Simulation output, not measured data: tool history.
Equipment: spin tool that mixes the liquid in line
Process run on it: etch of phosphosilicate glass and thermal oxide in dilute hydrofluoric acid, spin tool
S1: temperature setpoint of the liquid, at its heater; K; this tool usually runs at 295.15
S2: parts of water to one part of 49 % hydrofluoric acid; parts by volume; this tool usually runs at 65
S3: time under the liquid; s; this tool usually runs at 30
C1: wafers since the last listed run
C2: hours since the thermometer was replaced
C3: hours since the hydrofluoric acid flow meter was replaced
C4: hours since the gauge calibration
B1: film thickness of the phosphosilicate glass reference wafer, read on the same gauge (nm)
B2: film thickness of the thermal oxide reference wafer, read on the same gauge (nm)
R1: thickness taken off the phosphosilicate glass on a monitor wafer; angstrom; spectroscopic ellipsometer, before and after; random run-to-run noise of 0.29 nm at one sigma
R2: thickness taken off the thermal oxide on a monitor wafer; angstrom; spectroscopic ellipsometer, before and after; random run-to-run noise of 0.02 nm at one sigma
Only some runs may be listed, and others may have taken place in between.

run   hour      S1  S2  S3    C1      C2     C3     C4      B1      B2     R1     R2
  1    0.0  295.15  65  30     0   840.2  539.4  291.6  130.03  79.989  360.4  21.33
  2   28.9  295.15  80  30   479   869.1  568.3  320.5  129.99  79.989  289.8  17.20
  3   43.7  295.15  80  30   245   883.9  583.1  335.3  130.00  80.007  288.0  16.77
  4   67.7  295.15  80  30   398   907.9  607.1  359.3  130.01  79.990  287.8  16.75
  5  142.0  295.15  65  30  1232   982.2  681.4  433.6  130.04  79.994  361.6  21.73
  6  174.9  295.15  65  30   545  1015.1  714.3  466.5  130.00  80.009  368.9  21.67
  7  195.5  295.15  65  30   341  1035.7  734.9  487.1  130.02  79.994  366.2  21.60
  8  224.6  295.15  65  30   482  1064.8  764.0  516.2  130.01  79.996  372.7  21.54
  9  248.4  295.15  65  30   394  1088.6  787.8  540.0  130.02  79.985  369.3  21.42
 10  262.5  295.15  65  30   233  1102.7  801.9  554.1  130.02  79.992  363.7  21.37
     286.9  -- hydrofluoric acid flow meter replaced
 11  287.3  299.65  40  15   394  1127.5    0.4  578.9  129.98  80.001  370.9  21.98
 12  320.7  299.65  65  30   554  1160.9   33.8  612.3  130.01  79.967  445.4  26.18
     362.2  -- gauge calibrated
 13  378.0  291.65  45  50   950  1218.2   91.1   15.8  129.98  80.035  783.3  46.23
 14  397.3  295.15  65  30   320  1237.5  110.4   35.1  129.98  80.022  361.6  21.82
 15  424.8  295.15  75  25   456  1265.0  137.9   62.6  130.05  79.992  261.6  15.64
 16  453.9  295.15  65  50   482  1294.1  167.0   91.7  129.99  79.997  619.4  35.84
 17  474.8  295.15  80  30   346  1315.0  187.9  112.6  130.00  79.982  296.2  17.54
 18  493.0  291.65  65  30   301  1333.2  206.1  130.8  130.01  79.995  324.2  19.44
     503.6  -- thermometer replaced
 19  516.0  300.15  50  40   365    12.4  229.1  153.8  130.04  79.974  738.8  43.61
 20  537.1  295.15  85  15   350    33.5  250.2  174.9  130.01  80.017  125.7   7.57
 21  553.2  295.15  65  30   267    49.6  266.3  191.0  130.00  80.001  344.2  20.09
 22  565.3  295.15  65  30   200    61.7  278.4  203.1  130.01  80.022  336.0  20.03
 23  614.8  293.65  65  30   821   111.2  327.9  252.6  130.04  79.995  321.3  19.17
 24  631.0  298.15  65  30   268   127.4  344.1  268.8  129.97  79.980  386.3  22.68
 25  661.0  295.15  65  30   497   157.4  374.1  298.8  130.00  79.991  338.6  20.33
 26  681.2  295.15  65  20   335   177.6  394.3  319.0  130.00  79.994  227.3  13.65
 27  698.5  297.65  85  45   287   194.9  411.6  336.3  129.99  80.018  420.3  25.37

Here are 3 independent what-if runs from the current tool condition. What would each one return?
  A  698.9  295.15  65  30   6  195.3  412.0  336.7   ?   ?   ?   ?
  B  698.9  297.15  85  20   6  195.3  412.0  336.7   ?   ?   ?   ?
  C  698.9  292.15  75  15   6  195.3  412.0  336.7   ?   ?   ?   ?

run      B1      B2     R1     R2
  A  130.00  80.012  345.8  20.13
  B  130.00  80.012  186.4  10.86
  C  130.00  80.012  130.7   7.61
With the hidden condition removed and each run's random variation left untouched, the same runs would have given:
run     R1     R2
  A  340.4  19.82
  B  183.6  10.69
  C  128.6   7.49

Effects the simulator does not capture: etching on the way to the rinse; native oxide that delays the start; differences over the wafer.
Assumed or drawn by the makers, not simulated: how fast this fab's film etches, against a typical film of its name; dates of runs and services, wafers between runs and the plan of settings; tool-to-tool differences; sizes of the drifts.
